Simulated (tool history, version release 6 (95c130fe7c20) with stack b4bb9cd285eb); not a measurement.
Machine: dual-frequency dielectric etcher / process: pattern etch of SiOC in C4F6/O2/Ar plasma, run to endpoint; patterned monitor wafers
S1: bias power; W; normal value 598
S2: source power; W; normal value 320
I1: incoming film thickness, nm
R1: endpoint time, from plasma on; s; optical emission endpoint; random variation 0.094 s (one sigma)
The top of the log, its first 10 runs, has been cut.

run   hour   S1   S2     I1    R1
 11  128.2  598  320  46.64  16.3
 12  143.9  598  290  46.40  16.5
     156.0  -- source power generator calibrated
     179.4  -- wet clean of the chamber
 13  179.9  598  270  46.88  16.3
 14  180.2  598  270  46.80  16.3
 15  180.6  652  320  46.74  14.8
     222.1  -- upper electrode replaced
 16  222.6  652  320  47.01  15.0
 17  222.9  712  350  46.78  14.2
 18  223.3  691  320  46.57  14.5
 19  232.2  598  320  46.60  15.6
 20  247.8  744  290  46.89  14.8
 21  254.1  598  320  47.37  15.8
     262.7  -- bias power generator calibrated
 22  269.9  724  280  46.92  15.2
 23  284.8  598  320  46.71  15.7
 24  292.4  685  360  46.07  14.4
 25  305.8  522  250  46.90  17.8
 26  311.8  730  360  46.49  13.8
 27  319.6  659  390  46.91  14.4
 28  333.2  598  320  46.88  15.8
 29  342.1  598  320  46.59  15.9

What does the tool deliver on the next run?
 30  349.2  679  320  46.45   ?

{"run 30": {"R1": 15.0}}
On a tool with no hidden condition, and with the same random variation, this run would have come out at R1 14.6 s.
